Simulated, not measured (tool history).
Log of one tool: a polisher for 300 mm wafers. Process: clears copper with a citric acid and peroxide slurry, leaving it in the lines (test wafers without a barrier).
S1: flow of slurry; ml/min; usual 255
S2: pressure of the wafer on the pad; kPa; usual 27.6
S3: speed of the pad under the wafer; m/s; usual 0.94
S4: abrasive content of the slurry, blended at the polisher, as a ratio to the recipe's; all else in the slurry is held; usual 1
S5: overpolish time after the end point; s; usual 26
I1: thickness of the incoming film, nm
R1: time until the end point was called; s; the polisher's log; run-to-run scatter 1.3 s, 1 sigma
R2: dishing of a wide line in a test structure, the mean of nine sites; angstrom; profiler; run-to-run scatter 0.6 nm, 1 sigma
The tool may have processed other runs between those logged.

run 1 hour=0 | S1=255 S2=27.6 S3=0.94 S4=1 S5=26 | I1=238.9 | R1=85.6 R2=385
run 2 hour=6.6 | S1=255 S2=27.6 S3=0.94 S4=1 S5=26 | I1=237.5 | R1=87.6 R2=378
run 3 hour=14.6 | S1=255 S2=27.6 S3=0.94 S4=1 S5=21 | I1=240.5 | R1=87.2 R2=334
run 4 hour=22.8 | S1=255 S2=27.6 S3=0.94 S4=1 S5=21 | I1=238.4 | R1=87 R2=318
run 5 hour=35.8 | S1=255 S2=27.6 S3=0.94 S4=1 S5=26 | I1=239.6 | R1=91.3 R2=373
-- hour=52.1 worn pad replaced by a new one
run 6 hour=52.6 | S1=255 S2=27.6 S3=0.94 S4=1 S5=26 | I1=237.9 | R1=88.2 R2=378
run 7 hour=62.9 | S1=255 S2=27.6 S3=0.94 S4=1 S5=26 | I1=235 | R1=87.9 R2=376
-- hour=70.1 slurry blender recalibrated
run 8 hour=74.6 | S1=255 S2=32.4 S3=0.94 S4=1 S5=26 | I1=241.6 | R1=78.7 R2=428
run 9 hour=87.1 | S1=255 S2=31 S3=0.94 S4=1 S5=26 | I1=243.3 | R1=81.1 R2=414
run 10 hour=95.1 | S1=255 S2=31 S3=0.94 S4=1 S5=26 | I1=241.6 | R1=80.2 R2=397
run 11 hour=110.2 | S1=255 S2=31 S3=0.94 S4=1 S5=26 | I1=239.4 | R1=80.1 R2=416
run 12 hour=128.2 | S1=255 S2=27.6 S3=0.94 S4=1 S5=26 | I1=242.4 | R1=89.8 R2=362
run 13 hour=142.5 | S1=255 S2=24.8 S3=1.22 S4=1 S5=26 | I1=235.3 | R1=75.7 R2=421
-- hour=151 slurry nozzle cleaned
-- hour=167.2 worn pad replaced by a new one
run 14 hour=173.6 | S1=255 S2=22.1 S3=0.82 S4=1 S5=18 | I1=238.2 | R1=119.7 R2=226
run 15 hour=187.4 | S1=255 S2=27.6 S3=0.94 S4=1 S5=26 | I1=237.7 | R1=83.3 R2=390

Forecast run 16:
run 16 hour=220.9 | S1=255 S2=27.6 S3=0.94 S4=1.1 S5=32 | I1=241.2 | R1=? R2=?

{"run 16": {"R1": 82.6, "R2": 457}}
With the hidden condition absent and the run-to-run variation left alone, this run would have shown R1 81.9 s, R2 459 angstrom.

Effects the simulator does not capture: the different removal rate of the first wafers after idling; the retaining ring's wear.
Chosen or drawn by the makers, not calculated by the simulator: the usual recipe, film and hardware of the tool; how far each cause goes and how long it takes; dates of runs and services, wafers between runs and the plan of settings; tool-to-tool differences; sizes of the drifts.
